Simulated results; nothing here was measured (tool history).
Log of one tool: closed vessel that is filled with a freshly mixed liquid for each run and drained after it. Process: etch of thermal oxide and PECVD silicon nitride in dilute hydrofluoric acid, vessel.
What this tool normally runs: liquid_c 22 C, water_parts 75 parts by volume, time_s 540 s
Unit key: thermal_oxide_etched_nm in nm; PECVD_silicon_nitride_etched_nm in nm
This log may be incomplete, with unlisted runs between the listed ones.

| run | hour | liquid_c | water_parts | time_s | read-back film thickness of the thermal oxide reference wafer, read on the same gauge (nm) | read-back film thickness of the PECVD silicon nitride reference wafer, read on the same gauge (nm) | thermal_oxide_etched_nm | PECVD_silicon_nitride_etched_nm |
|---|---|---|---|---|---|---|---|---|
| 1 | 0 | 22 | 75 | 540 | 80.01 | 49.99 | 28.06 | 20.46 |
| 2 | 27.6 | 22 | 75 | 540 | 79.97 | 49.99 | 28.09 | 20.57 |
| 3 | 80.6 | 22 | 75 | 540 | 80.03 | 50.03 | 27.71 | 20.6 |
| 4 | 118.1 | 24 | 75 | 540 | 79.96 | 49.96 | 30.04 | 23.22 |
| 5 | 164.7 | 22 | 60 | 305 | 79.97 | 49.99 | 19.68 | 14.19 |
| 6 | 203.6 | 20 | 105 | 540 | 80 | 50.02 | 17.28 | 12.46 |
| 7 | 227.8 | 22 | 50 | 540 | 80.03 | 50.03 | 42.09 | 29.59 |
| 8 | 276.1 | 26.5 | 105 | 540 | 79.99 | 50.02 | 22.26 | 19.03 |
|  | 295.7 | hydrofluoric acid flow meter replaced |
| 9 | 321 | 25.5 | 50 | 270 | 80.02 | 50.02 | 26.93 | 20.47 |
| 10 | 348.6 | 20 | 40 | 665 | 80.04 | 50.01 | 65.72 | 42.66 |
|  | 396.4 | thermometer replaced |
| 11 | 406.2 | 25 | 75 | 240 | 80 | 50.02 | 15.75 | 12.72 |
| 12 | 474.3 | 22 | 75 | 540 | 80 | 50 | 30.55 | 23.31 |
| 13 | 499.8 | 19.5 | 50 | 820 | 79.99 | 50.03 | 65.4 | 44.1 |
| 14 | 531.7 | 24 | 105 | 415 | 79.99 | 50 | 17.66 | 14.6 |
| 15 | 586.5 | 18 | 110 | 755 | 80 | 50 | 23.76 | 16.56 |
| 16 | 640.8 | 18 | 75 | 275 | 80.05 | 50 | 12.92 | 8.7 |
| 17 | 688.9 | 25 | 75 | 540 | 80.01 | 49.99 | 34.38 | 27.63 |
| 18 | 728.1 | 22 | 85 | 540 | 80 | 50 | 26.02 | 19.64 |
| 19 | 764.2 | 24 | 75 | 275 | 80.01 | 49.99 | 16.53 | 12.92 |
| 20 | 810.1 | 22 | 75 | 540 | 80.02 | 50.01 | 29.69 | 22.09 |
| 21 | 852.9 | 26.5 | 75 | 835 | 79.99 | 49.99 | 54.96 | 46.16 |
| 22 | 878.4 | 22 | 75 | 540 | 79.98 | 49.99 | 29.25 | 21.73 |
| 23 | 923.5 | 21 | 75 | 540 | 80 | 49.98 | 27.91 | 20.52 |
| 24 | 981.6 | 19.5 | 55 | 440 | 79.99 | 50.02 | 30.12 | 19.91 |

Expected results for the next run?
| 25 | 1019.5 | 26 | 75 | 810 | ? | ? | ? | ? |

{"run 25": {"read-back film thickness of the thermal oxide reference wafer, read on the same gauge (nm)": 80.01, "read-back film thickness of the PECVD silicon nitride reference wafer, read on the same gauge (nm)": 50.01, "thermal_oxide_etched_nm": 51.19, "PECVD_silicon_nitride_etched_nm": 43}}
Were there no unlogged condition in the tool, this run, its random variation unchanged, would have produced thermal_oxide_etched_nm 56.34 nm, PECVD_silicon_nitride_etched_nm 47.29 nm.
